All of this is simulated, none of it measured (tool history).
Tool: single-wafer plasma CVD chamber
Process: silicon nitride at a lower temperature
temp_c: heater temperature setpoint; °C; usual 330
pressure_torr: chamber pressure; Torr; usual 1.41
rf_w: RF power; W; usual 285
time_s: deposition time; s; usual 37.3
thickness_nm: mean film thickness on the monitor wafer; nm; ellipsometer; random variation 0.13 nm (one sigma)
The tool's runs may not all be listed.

run,day,temp_c,pressure_torr,rf_w,time_s,"read-back reference wafer on the same gauge, thickness_nm",thickness_nm
1,0.000,330,1.41,285,43.0,35.091,46.411
# day 1.775: thermocouple changed; heater temperature recalibrated
2,2.033,330,1.41,285,43.0,35.099,46.374
3,3.600,330,1.41,285,37.3,35.079,40.281
4,5.583,330,1.41,285,37.3,35.101,40.362
5,7.929,330,1.41,285,37.3,35.138,40.459
6,11.254,330,1.28,285,37.3,35.137,38.986
7,14.933,330,1.75,260,31.3,35.093,34.023
8,18.504,320,1.27,265,39.4,35.059,39.248
9,21.771,344,1.41,285,37.3,35.082,40.028
10,33.650,318,1.41,255,37.3,35.079,37.351
11,36.471,330,1.41,285,37.3,35.132,40.584
# day 37.412: capacitance manometer re-zeroed and calibrated
# day 38.012: RF generator calibrated
12,40.333,315,1.41,285,37.3,35.077,39.932
13,42.817,330,1.41,285,37.3,35.081,40.001
# day 44.004: showerhead replaced
14,45.825,341,1.16,335,41.4,35.125,46.124
15,48.025,330,1.41,310,35.2,35.121,39.801
16,51.104,319,1.24,305,43.6,35.093,47.006
# day 51.375: gauge calibrated
17,52.675,330,1.41,285,37.3,35.100,40.040
18,56.417,330,1.41,285,37.3,35.089,40.008
19,59.521,330,1.41,315,37.3,35.093,43.067
20,61.842,330,1.67,285,37.3,35.146,42.292
21,65.021,330,1.41,285,37.3,35.086,40.097
22,67.650,318,1.41,255,37.3,35.076,37.153
23,71.238,335,1.18,285,44.2,35.060,44.788
24,73.417,341,1.12,285,37.3,35.080,37.087
25,77.862,330,1.41,285,37.3,35.110,40.051
26,79.492,330,1.41,335,37.3,35.112,45.180
# day 82.108: RF generator calibrated
27,82.129,319,1.16,285,41.1,35.081,42.029
28,85.962,330,1.41,245,44.5,35.073,43.019

Measured less the same run without the tool's hidden state. The same run-to-run variation is in both; the gauge's scatter may not be:
The hidden state here: wafer temperature above the value expected at the setpoint (K); delivered RF power above the setpoint (%); true pressure above the setpoint (%); gauge reads high (%).
run,thickness_nm
1,+0.369
2,+0.389
3,+0.351
4,+0.369
5,+0.390
6,+0.415
7,+0.364
8,+0.481
9,+0.506
10,+0.565
11,+0.638
12,-0.033
13,-0.011
14,+0.021
15,+0.036
16,+0.077
17,+0.078
18,+0.111
19,+0.149
20,+0.161
21,+0.188
22,+0.195
23,+0.280
24,+0.264
25,+0.300
26,+0.355
27,+0.381
28,+0.398
